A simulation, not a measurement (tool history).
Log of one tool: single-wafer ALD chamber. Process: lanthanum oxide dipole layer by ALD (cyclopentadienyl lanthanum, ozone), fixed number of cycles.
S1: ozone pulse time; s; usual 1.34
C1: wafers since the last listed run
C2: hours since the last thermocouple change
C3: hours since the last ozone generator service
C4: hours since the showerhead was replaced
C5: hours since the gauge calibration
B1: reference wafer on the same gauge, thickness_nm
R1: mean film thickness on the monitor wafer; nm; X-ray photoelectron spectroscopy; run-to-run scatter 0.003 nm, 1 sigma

run    hour    S1    C1      C2      C3      C4     C5     B1     R1
  1       0  1.11     0  1485.9  1193.3  6671.4  681.5  0.575  0.498
  2    43.7  1.11   666  1529.6    1237  6715.1  725.2  0.575  0.491
  3   119.6  1.34  1158  1605.5  1312.9    6791  801.1  0.575  0.532
      155.7  -- gauge calibrated
  4   184.7  1.34   993  1670.6    1378  6856.1     29  0.576  0.529
  5   277.8  1.45  1420  1763.7  1471.1  6949.2  122.1  0.575  0.548
  6   385.7  1.45  1646  1871.6    1579  7057.1    230  0.574  0.546
      422.2  -- showerhead replaced
      484.6  -- ozone generator serviced
  7   485.1  1.45  1272    1971     0.5    62.9  329.4  0.576  0.568
  8     523  1.34   578  2008.9    38.4   100.8  367.3  0.576  0.558
  9   580.7  1.34   880  2066.6    96.1   158.5    425  0.576  0.547
      634.4  -- thermocouple changed; heater temperature recalibrated
 10   670.6  1.49  1249    36.2     186   248.4  514.9  0.575  0.563
 11   735.6  1.34   992   101.2     251   313.4  579.9  0.575  0.539
 12   772.5  1.34   563   138.1   287.9   350.3  616.8  0.575  0.546
 13   864.5  1.08  1404   230.1   379.9   442.3  708.8  0.575    0.5
      893.1  -- gauge calibrated
 14   929.6  1.83   993   295.2     445   507.4   36.5  0.575  0.576
 15  1033.9  1.79  1591   399.5   549.3   611.7  140.8  0.575  0.573
 16  1122.3  1.34  1349   487.9   637.7   700.1  229.2  0.575  0.537
 17  1230.3  1.81  1648   595.9   745.7   808.1  337.2  0.575  0.572
 18  1313.9  1.15  1275   679.5   829.3   891.7  420.8  0.574  0.503
 19  1359.2  1.63   691   724.8   874.6     937  466.1  0.575  0.562

Entry by entry between the runs, the difference in hidden state between the last listed run before and the first listed run after:
Run 3 -> run 4: gauge calibrated (hour 155.7)
  ozone dose above that of a generator just serviced (%): -12.3 -> -12.4
  measured result minus the result with no hidden state, R1: -0.021 -> -0.021 nm
Run 6 -> run 7: showerhead replaced (hour 422.2); ozone generator serviced (hour 484.6)
  ozone dose above that of a generator just serviced (%): -12.7 -> -0.459
  measured result minus the result with no hidden state, R1: -0.019 -> -0.001 nm
Run 9 -> run 10: thermocouple changed; heater temperature recalibrated (hour 634.4)
  ozone dose above that of a generator just serviced (%): -2.34 -> -3.85
  measured result minus the result with no hidden state, R1: -0.004 -> -0.005 nm
Run 13 -> run 14: gauge calibrated (hour 893.1)
  ozone dose above that of a generator just serviced (%): -6.4 -> -7.08
  measured result minus the result with no hidden state, R1: -0.013 -> -0.004 nm

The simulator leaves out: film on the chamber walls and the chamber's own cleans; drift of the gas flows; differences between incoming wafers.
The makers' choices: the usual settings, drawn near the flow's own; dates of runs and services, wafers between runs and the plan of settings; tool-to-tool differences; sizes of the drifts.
